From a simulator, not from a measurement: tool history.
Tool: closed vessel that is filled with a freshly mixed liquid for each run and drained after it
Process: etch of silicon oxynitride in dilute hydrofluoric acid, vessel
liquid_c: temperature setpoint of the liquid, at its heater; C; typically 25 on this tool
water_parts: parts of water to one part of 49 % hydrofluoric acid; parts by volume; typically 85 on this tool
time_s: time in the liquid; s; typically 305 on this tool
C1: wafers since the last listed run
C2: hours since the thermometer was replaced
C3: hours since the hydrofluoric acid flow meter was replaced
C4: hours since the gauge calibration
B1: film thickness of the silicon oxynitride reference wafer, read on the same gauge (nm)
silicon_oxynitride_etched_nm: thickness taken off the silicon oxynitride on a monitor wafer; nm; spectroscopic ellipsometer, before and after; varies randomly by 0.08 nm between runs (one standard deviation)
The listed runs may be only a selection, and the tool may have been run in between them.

Run 1, hour 0: usual settings; C1 0; C2 548; C3 947.7; C4 431.5; B1 135.15. Result: silicon_oxynitride_etched_nm 14.34 nm.
Run 2, hour 70.9: usual settings; C1 4716; C2 618.9; C3 1018.6; C4 502.4; B1 134.77. Result: silicon_oxynitride_etched_nm 14.45 nm.
Run 3, hour 102.4: usual settings; C1 2095; C2 650.4; C3 1050.1; C4 533.9; B1 134.55. Result: silicon_oxynitride_etched_nm 14.3 nm.
Run 4, hour 162.2: usual settings; C1 3977; C2 710.2; C3 1109.9; C4 593.7; B1 134.26. Result: silicon_oxynitride_etched_nm 14.45 nm.
Run 5, hour 223: usual settings; C1 4044; C2 771; C3 1170.7; C4 654.5; B1 133.97. Result: silicon_oxynitride_etched_nm 14.16 nm.
Run 6, hour 287.8: usual settings but liquid_c 29 C; C1 4310; C2 835.8; C3 1235.5; C4 719.3; B1 133.71. Result: silicon_oxynitride_etched_nm 17.38 nm.
Run 7, hour 314.4: usual settings but liquid_c 29 C; C1 1769; C2 862.4; C3 1262.1; C4 745.9; B1 133.6. Result: silicon_oxynitride_etched_nm 16.98 nm.
Run 8, hour 384.8: usual settings; C1 4682; C2 932.8; C3 1332.5; C4 816.3; B1 133.37. Result: silicon_oxynitride_etched_nm 14.26 nm.
At hour 417.4: hydrofluoric acid flow meter replaced.
Run 9, hour 447.4: usual settings; C1 4097; C2 995.4; C3 30; C4 878.9; B1 133.18. Result: silicon_oxynitride_etched_nm 14.28 nm.
Run 10, hour 518.5: usual settings; C1 4729; C2 1066.5; C3 101.1; C4 950; B1 133.02. Result: silicon_oxynitride_etched_nm 14.14 nm.
Run 11, hour 559.7: usual settings but liquid_c 22.5 C, time_s 440 s; C1 2740; C2 1107.7; C3 142.3; C4 991.2; B1 132.93. Result: silicon_oxynitride_etched_nm 18.11 nm.
Run 12, hour 583.8: usual settings but liquid_c 26.5 C, water_parts 65 parts by volume; C1 1603; C2 1131.8; C3 166.4; C4 1015.3; B1 132.86. Result: silicon_oxynitride_etched_nm 20.08 nm.
Run 13, hour 641.1: usual settings but liquid_c 27 C, water_parts 115 parts by volume, time_s 155 s; C1 3811; C2 1189.1; C3 223.7; C4 1072.6; B1 132.74. Result: silicon_oxynitride_etched_nm 5.68 nm.
Run 14, hour 707.2: usual settings; C1 4396; C2 1255.2; C3 289.8; C4 1138.7; B1 132.68. Result: silicon_oxynitride_etched_nm 14.06 nm.
Run 15, hour 740.9: usual settings but time_s 135 s; C1 2241; C2 1288.9; C3 323.5; C4 1172.4; B1 132.59. Result: silicon_oxynitride_etched_nm 6.26 nm.
Run 16, hour 805.1: usual settings but liquid_c 22.5 C, water_parts 95 parts by volume; C1 4270; C2 1353.1; C3 387.7; C4 1236.6; B1 132.5. Result: silicon_oxynitride_etched_nm 11.12 nm.
Run 17, hour 842: usual settings; C1 2454; C2 1390; C3 424.6; C4 1273.5; B1 132.46. Result: silicon_oxynitride_etched_nm 14.07 nm.
Run 18, hour 904.3: usual settings but liquid_c 27 C, time_s 190 s; C1 4144; C2 1452.3; C3 486.9; C4 1335.8; B1 132.42. Result: silicon_oxynitride_etched_nm 9.64 nm.
Run 19, hour 958.2: usual settings but liquid_c 29 C, water_parts 70 parts by volume, time_s 390 s; C1 3585; C2 1506.2; C3 540.8; C4 1389.7; B1 132.33. Result: silicon_oxynitride_etched_nm 26.9 nm.
At hour 980.5: gauge calibrated.
Run 20, hour 1018.1: usual settings; C1 3984; C2 1566.1; C3 600.7; C4 37.6; B1 140.73. Result: silicon_oxynitride_etched_nm 15.01 nm.
Run 21, hour 1072: usual settings but liquid_c 23 C, water_parts 95 parts by volume, time_s 365 s; C1 3585; C2 1620; C3 654.6; C4 91.5; B1 139.87. Result: silicon_oxynitride_etched_nm 14.33 nm.
Run 22, hour 1115.5: usual settings but liquid_c 27 C, water_parts 70 parts by volume, time_s 220 s; C1 2893; C2 1663.5; C3 698.1; C4 135; B1 139.3. Result: silicon_oxynitride_etched_nm 14.48 nm.
Run 23, hour 1155.7: usual settings; C1 2674; C2 1703.7; C3 738.3; C4 175.2; B1 138.75. Result: silicon_oxynitride_etched_nm 14.93 nm.
At hour 1188.5: thermometer replaced.
Run 24, hour 1205.3: usual settings; C1 3232; C2 16.8; C3 787.9; C4 224.8; B1 138.21. Result: silicon_oxynitride_etched_nm 14.59 nm.
Run 25, hour 1237.2: usual settings but liquid_c 22 C; C1 2121; C2 48.7; C3 819.8; C4 256.7; B1 137.89. Result: silicon_oxynitride_etched_nm 12.69 nm.
Run 26, hour 1386.4: usual settings but water_parts 50 parts by volume, time_s 405 s; C1 9924; C2 197.9; C3 969; C4 405.9; B1 136.53. Result: silicon_oxynitride_etched_nm 33.92 nm.
Run 27, hour 1418.5: usual settings but water_parts 105 parts by volume; C1 2135; C2 230; C3 1001.1; C4 438; B1 136.39. Result: silicon_oxynitride_etched_nm 11.46 nm.
Run 28, hour 1459.4: usual settings but liquid_c 23 C, time_s 415 s; C1 2720; C2 270.9; C3 1042; C4 478.9; B1 136.1. Result: silicon_oxynitride_etched_nm 17.95 nm.
Run 29, hour 1510: usual settings but liquid_c 26.5 C, water_parts 115 parts by volume; C1 3365; C2 321.5; C3 1092.6; C4 529.5; B1 135.76. Result: silicon_oxynitride_etched_nm 11.12 nm.
Run 30, hour 1577.7: usual settings but water_parts 75 parts by volume, time_s 180 s; C1 4503; C2 389.2; C3 1160.3; C4 597.2; B1 135.4. Result: silicon_oxynitride_etched_nm 9.76 nm.
Run 31, hour 1617.2: usual settings but liquid_c 28.5 C, water_parts 50 parts by volume, time_s 125 s; C1 2627; C2 428.7; C3 1199.8; C4 636.7; B1 135.2. Result: silicon_oxynitride_etched_nm 12.19 nm.
Run 32, hour 1654.8: usual settings but liquid_c 27 C, time_s 435 s; C1 2501; C2 466.3; C3 1237.4; C4 674.3; B1 135.08. Result: silicon_oxynitride_etched_nm 22.63 nm.
Run 33, hour 1789.7: usual settings; C1 8973; C2 601.2; C3 1372.3; C4 809.2; B1 134.59. Result: silicon_oxynitride_etched_nm 14.36 nm.
Run 34, hour 1830.8: usual settings but liquid_c 23 C, water_parts 70 parts by volume, time_s 485 s; C1 2733; C2 642.3; C3 1413.4; C4 850.3; B1 134.48. Result: silicon_oxynitride_etched_nm 25.3 nm.

What if the next run were any one of these 3? Each begins from the tool's condition after run 34:
Run A, hour 1831.5: usual settings; C1 46; C2 643; C3 1414.1; C4 851; B1 ?. Result: silicon_oxynitride_etched_nm ?.
Run B, hour 1831.5: usual settings but time_s 470 s; C1 46; C2 643; C3 1414.1; C4 851; B1 ?. Result: silicon_oxynitride_etched_nm ?.
Run C, hour 1831.5: usual settings but time_s 145 s; C1 46; C2 643; C3 1414.1; C4 851; B1 ?. Result: silicon_oxynitride_etched_nm ?.

run      B1  silicon_oxynitride_etched_nm
  A  134.44                         14.33
  B  134.44                         22.08
  C  134.44                          6.81
Take away the tool's hidden state, keep each run's random variation, and the runs would have read:
run  silicon_oxynitride_etched_nm
  A                         14.92
  B                         22.99
  C                          7.09

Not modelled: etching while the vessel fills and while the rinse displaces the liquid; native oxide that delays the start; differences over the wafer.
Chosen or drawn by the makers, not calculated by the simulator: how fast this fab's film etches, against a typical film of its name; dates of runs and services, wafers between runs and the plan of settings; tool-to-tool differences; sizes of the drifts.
